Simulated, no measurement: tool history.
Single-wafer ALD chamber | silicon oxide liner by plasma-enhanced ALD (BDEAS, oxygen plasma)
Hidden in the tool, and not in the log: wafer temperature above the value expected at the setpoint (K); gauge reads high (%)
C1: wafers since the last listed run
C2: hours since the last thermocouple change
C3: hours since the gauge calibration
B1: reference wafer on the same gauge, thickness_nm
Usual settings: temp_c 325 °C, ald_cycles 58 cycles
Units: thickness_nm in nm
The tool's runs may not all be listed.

{"run": 1, "day": 0.0, "temp_c": 325, "ald_cycles": 58, "C1": 0, "C2": 662.7, "C3": 273.9, "B1": 4.809, "thickness_nm": 5.441}
{"run": 2, "day": 2.183, "temp_c": 325, "ald_cycles": 58, "C1": 391, "C2": 715.1, "C3": 326.3, "B1": 4.811, "thickness_nm": 5.443}
{"run": 3, "day": 5.396, "temp_c": 325, "ald_cycles": 58, "C1": 575, "C2": 792.2, "C3": 403.4, "B1": 4.812, "thickness_nm": 5.437}
{"run": 4, "day": 8.129, "temp_c": 325, "ald_cycles": 58, "C1": 490, "C2": 857.8, "C3": 469, "B1": 4.81, "thickness_nm": 5.432}
{"run": 5, "day": 9.821, "temp_c": 325, "ald_cycles": 58, "C1": 303, "C2": 898.4, "C3": 509.6, "B1": 4.811, "thickness_nm": 5.423}
{"run": 6, "day": 12.633, "temp_c": 325, "ald_cycles": 58, "C1": 504, "C2": 965.9, "C3": 577.1, "B1": 4.811, "thickness_nm": 5.448}
{"run": 7, "day": 15.312, "temp_c": 325, "ald_cycles": 58, "C1": 480, "C2": 1030.2, "C3": 641.4, "B1": 4.812, "thickness_nm": 5.434}
{"run": 8, "day": 18.779, "temp_c": 338, "ald_cycles": 54, "C1": 621, "C2": 1113.4, "C3": 724.6, "B1": 4.809, "thickness_nm": 4.991}
{"day": 20.404, "done": "gauge calibrated"}
{"run": 9, "day": 20.942, "temp_c": 325, "ald_cycles": 50, "C1": 387, "C2": 1165.3, "C3": 12.9, "B1": 4.811, "thickness_nm": 4.686}
{"run": 10, "day": 22.975, "temp_c": 315, "ald_cycles": 62, "C1": 364, "C2": 1214.1, "C3": 61.7, "B1": 4.809, "thickness_nm": 5.873}
{"day": 25.438, "done": "thermocouple changed; heater temperature recalibrated"}
{"run": 11, "day": 25.55, "temp_c": 334, "ald_cycles": 48, "C1": 401, "C2": 2.7, "C3": 123.5, "B1": 4.811, "thickness_nm": 4.467}
{"run": 12, "day": 28.346, "temp_c": 330, "ald_cycles": 58, "C1": 501, "C2": 69.8, "C3": 190.6, "B1": 4.81, "thickness_nm": 5.434}
{"run": 13, "day": 32.254, "temp_c": 325, "ald_cycles": 58, "C1": 700, "C2": 163.6, "C3": 284.4, "B1": 4.81, "thickness_nm": 5.436}
{"run": 14, "day": 34.417, "temp_c": 325, "ald_cycles": 58, "C1": 387, "C2": 215.5, "C3": 336.3, "B1": 4.81, "thickness_nm": 5.453}

Forecast each of these 3 alternatives for the next run:
{"run": "A", "day": 34.438, "temp_c": 325, "ald_cycles": 58, "C1": 3, "C2": 216, "C3": 336.8, "B1": "?", "thickness_nm": "?"}
{"run": "B", "day": 34.438, "temp_c": 312, "ald_cycles": 68, "C1": 3, "C2": 216, "C3": 336.8, "B1": "?", "thickness_nm": "?"}
{"run": "C", "day": 34.438, "temp_c": 333, "ald_cycles": 51, "C1": 3, "C2": 216, "C3": 336.8, "B1": "?", "thickness_nm": "?"}

run=A B1=4.811 thickness_nm=5.437
run=B B1=4.811 thickness_nm=6.481
run=C B1=4.811 thickness_nm=4.732
Without the tool's hidden state the same runs would have given:
run=A thickness_nm=5.437
run=B thickness_nm=6.481
run=C thickness_nm=4.732
